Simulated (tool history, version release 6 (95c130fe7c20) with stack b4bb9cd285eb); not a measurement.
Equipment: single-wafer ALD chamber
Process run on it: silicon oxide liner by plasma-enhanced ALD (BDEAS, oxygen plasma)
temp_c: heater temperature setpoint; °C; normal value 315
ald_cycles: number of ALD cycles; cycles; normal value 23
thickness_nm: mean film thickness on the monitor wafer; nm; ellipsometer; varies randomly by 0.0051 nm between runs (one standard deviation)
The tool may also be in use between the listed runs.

| run | hour | temp_c | ald_cycles | wafers since the last listed run | hours since the last thermocouple change | hours since the gauge calibration | read-back reference wafer on the same gauge, thickness_nm | thickness_nm |
|---|---|---|---|---|---|---|---|---|
| 1 | 0.0 | 325 | 26 | 0 | 713.3 | 104.8 | 2.098 | 2.292 |
| 2 | 71.8 | 325 | 26 | 599 | 785.1 | 176.6 | 2.100 | 2.294 |
| 3 | 179.5 | 315 | 23 | 898 | 892.8 | 284.3 | 2.103 | 2.065 |
| 4 | 271.3 | 315 | 23 | 765 | 984.6 | 376.1 | 2.098 | 2.059 |
| 5 | 337.0 | 315 | 23 | 548 | 1050.3 | 441.8 | 2.098 | 2.070 |
| 6 | 412.3 | 315 | 24 | 628 | 1125.6 | 517.1 | 2.100 | 2.145 |
| 7 | 516.8 | 315 | 24 | 871 | 1230.1 | 621.6 | 2.101 | 2.149 |
| 8 | 579.0 | 315 | 23 | 518 | 1292.3 | 683.8 | 2.101 | 2.063 |
| 9 | 659.7 | 315 | 23 | 673 | 1373.0 | 764.5 | 2.101 | 2.072 |
| 10 | 725.8 | 315 | 21 | 551 | 1439.1 | 830.6 | 2.100 | 1.890 |
| 11 | 829.8 | 315 | 21 | 867 | 1543.1 | 934.6 | 2.100 | 1.893 |
| 12 | 882.9 | 315 | 23 | 443 | 1596.2 | 987.7 | 2.101 | 2.078 |
|  | 892.0 | thermocouple changed; heater temperature recalibrated |
| 13 | 920.3 | 326 | 20 | 245 | 28.3 | 1025.1 | 2.100 | 1.741 |
| 14 | 982.6 | 305 | 23 | 519 | 90.6 | 1087.4 | 2.102 | 2.084 |
| 15 | 1066.4 | 307 | 20 | 699 | 174.4 | 1171.2 | 2.099 | 1.811 |
|  | 1127.9 | gauge calibrated |
| 16 | 1154.6 | 315 | 21 | 735 | 262.6 | 26.7 | 2.099 | 1.888 |
| 17 | 1208.8 | 315 | 27 | 452 | 316.8 | 80.9 | 2.100 | 2.412 |
| 18 | 1309.3 | 301 | 20 | 838 | 417.3 | 181.4 | 2.100 | 1.848 |
| 19 | 1413.0 | 301 | 20 | 865 | 521.0 | 285.1 | 2.099 | 1.851 |
| 20 | 1451.5 | 315 | 20 | 321 | 559.5 | 323.6 | 2.099 | 1.793 |

Forecast run 21:
| 21 | 1531.1 | 322 | 19 | 664 | 639.1 | 403.2 | ? | ? |

Run 21 gave read-back reference wafer on the same gauge, thickness_nm 2.100, thickness_nm 1.687 nm.
If the tool had no hidden condition, the same run with the same run-to-run variation would have returned thickness_nm 1.678 nm.
